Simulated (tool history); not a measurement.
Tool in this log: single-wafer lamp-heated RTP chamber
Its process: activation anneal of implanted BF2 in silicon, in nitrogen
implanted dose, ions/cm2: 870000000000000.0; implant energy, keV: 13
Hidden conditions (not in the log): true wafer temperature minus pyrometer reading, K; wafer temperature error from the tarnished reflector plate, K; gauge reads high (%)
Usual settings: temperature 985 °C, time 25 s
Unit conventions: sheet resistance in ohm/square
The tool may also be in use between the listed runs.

| run | hour | temperature | time | wafers since the last listed run | wafers since the last pyrometer calibration | wafers since the reflector plate was cleaned | hours since the gauge calibration | read-back reference wafer on the same gauge, sheet resistance | sheet resistance |
|---|---|---|---|---|---|---|---|---|---|
| 1 | 0.0 | 985 | 25 | 0 | 3229 | 5149 | 1242.7 | 215.80 | 255.30 |
|  | 89.6 | reflector plate cleaned |
| 2 | 93.6 | 985 | 25 | 1412 | 4642 | 65 | 1336.3 | 216.13 | 254.40 |
| 3 | 133.9 | 985 | 25 | 665 | 5307 | 730 | 1376.6 | 215.99 | 253.13 |
| 4 | 177.1 | 985 | 25 | 712 | 6020 | 1443 | 1419.8 | 215.87 | 252.23 |
|  | 227.9 | pyrometer window cleaned and pyrometer calibrated |
| 5 | 275.7 | 985 | 25 | 1495 | 788 | 2938 | 1518.4 | 215.96 | 256.03 |
| 6 | 361.3 | 974 | 25 | 1412 | 2201 | 4351 | 1604.0 | 216.00 | 279.30 |
| 7 | 450.1 | 985 | 25 | 1465 | 3666 | 5816 | 1692.8 | 216.04 | 254.35 |
|  | 540.5 | reflector plate cleaned |
| 8 | 552.4 | 973 | 25 | 1556 | 5222 | 195 | 1795.1 | 215.96 | 279.75 |
| 9 | 621.1 | 973 | 25 | 1133 | 6356 | 1329 | 1863.8 | 216.13 | 277.39 |
|  | 672.2 | pyrometer window cleaned and pyrometer calibrated |
| 10 | 708.6 | 973 | 25 | 1311 | 600 | 2641 | 1951.3 | 215.99 | 283.51 |
| 11 | 753.0 | 985 | 25 | 732 | 1332 | 3374 | 1995.7 | 215.98 | 256.64 |
| 12 | 824.9 | 985 | 25 | 1186 | 2519 | 4560 | 2067.6 | 216.10 | 255.86 |
|  | 842.9 | gauge calibrated |
| 13 | 909.2 | 985 | 25 | 1391 | 3910 | 5951 | 66.3 | 216.02 | 255.43 |
| 14 | 954.5 | 992 | 25 | 747 | 4657 | 6699 | 111.6 | 216.14 | 240.14 |
| 15 | 1035.6 | 992 | 25 | 1338 | 5996 | 8037 | 192.7 | 216.02 | 238.36 |
|  | 1056.9 | reflector plate cleaned |
|  | 1100.8 | pyrometer window cleaned and pyrometer calibrated |
| 16 | 1124.2 | 993 | 25 | 1198 | 386 | 978 | 281.3 | 216.00 | 240.91 |
| 17 | 1201.1 | 985 | 25 | 1268 | 1655 | 2247 | 358.2 | 216.02 | 255.40 |
| 18 | 1274.1 | 956 | 31 | 1204 | 2860 | 3452 | 431.2 | 216.09 | 314.06 |
| 19 | 1377.0 | 985 | 33 | 1698 | 4558 | 5150 | 534.1 | 216.03 | 242.01 |
| 20 | 1446.3 | 995 | 34 | 1143 | 5701 | 6294 | 603.4 | 215.93 | 221.69 |
|  | 1470.7 | reflector plate cleaned |
| 21 | 1483.6 | 975 | 15 | 483 | 6185 | 213 | 640.7 | 216.00 | 295.61 |
|  | 1522.1 | pyrometer window cleaned and pyrometer calibrated |
| 22 | 1523.9 | 977 | 33 | 533 | 29 | 746 | 681.0 | 216.10 | 260.68 |
| 23 | 1581.8 | 964 | 25 | 955 | 984 | 1701 | 738.9 | 216.01 | 305.03 |
| 24 | 1653.3 | 985 | 25 | 1179 | 2164 | 2881 | 810.4 | 215.92 | 256.27 |
| 25 | 1734.0 | 985 | 36 | 1331 | 3496 | 4213 | 891.1 | 216.12 | 239.76 |
| 26 | 1789.5 | 963 | 16 | 915 | 4412 | 5129 | 946.6 | 215.96 | 325.46 |
| 27 | 1833.1 | 968 | 19 | 719 | 5131 | 5848 | 990.2 | 216.03 | 304.38 |
|  | 1877.4 | reflector plate cleaned |
| 28 | 1899.0 | 985 | 25 | 955 | 6087 | 356 | 1056.1 | 216.02 | 251.66 |
|  | 1976.1 | pyrometer window cleaned and pyrometer calibrated |
| 29 | 1993.8 | 1010 | 17 | 1432 | 292 | 1789 | 1150.9 | 216.09 | 227.41 |
| 30 | 2032.2 | 985 | 25 | 633 | 925 | 2422 | 1189.3 | 216.16 | 256.78 |
| 31 | 2111.6 | 999 | 40 | 1310 | 2236 | 3733 | 1268.7 | 216.00 | 211.46 |
| 32 | 2178.6 | 969 | 20 | 1105 | 3341 | 4838 | 1335.7 | 215.99 | 302.19 |
| 33 | 2247.1 | 985 | 38 | 1130 | 4471 | 5969 | 1404.2 | 215.86 | 236.50 |

Each row is a separate what-if for the run after 33, all from the same tool condition, not one after another. Results?
| A | 2247.5 | 958 | 25 | 6 | 4478 | 5975 | 1404.6 | ? | ? |
| B | 2247.5 | 1002 | 35 | 6 | 4478 | 5975 | 1404.6 | ? | ? |
| C | 2247.5 | 1000 | 32 | 6 | 4478 | 5975 | 1404.6 | ? | ? |
| D | 2247.5 | 962 | 38 | 6 | 4478 | 5975 | 1404.6 | ? | ? |
| E | 2247.5 | 975 | 25 | 6 | 4478 | 5975 | 1404.6 | ? | ? |

| run | read-back reference wafer on the same gauge, sheet resistance | sheet resistance |
|---|---|---|
| A | 216.11 | 316.68 |
| B | 216.11 | 208.95 |
| C | 216.11 | 215.42 |
| D | 216.11 | 285.18 |
| E | 216.11 | 274.76 |
Had the tool no hidden state, the same runs would have come out as:
| run | sheet resistance |
|---|---|
| A | 319.51 |
| B | 210.62 |
| C | 217.19 |
| D | 287.83 |
| E | 277.17 |
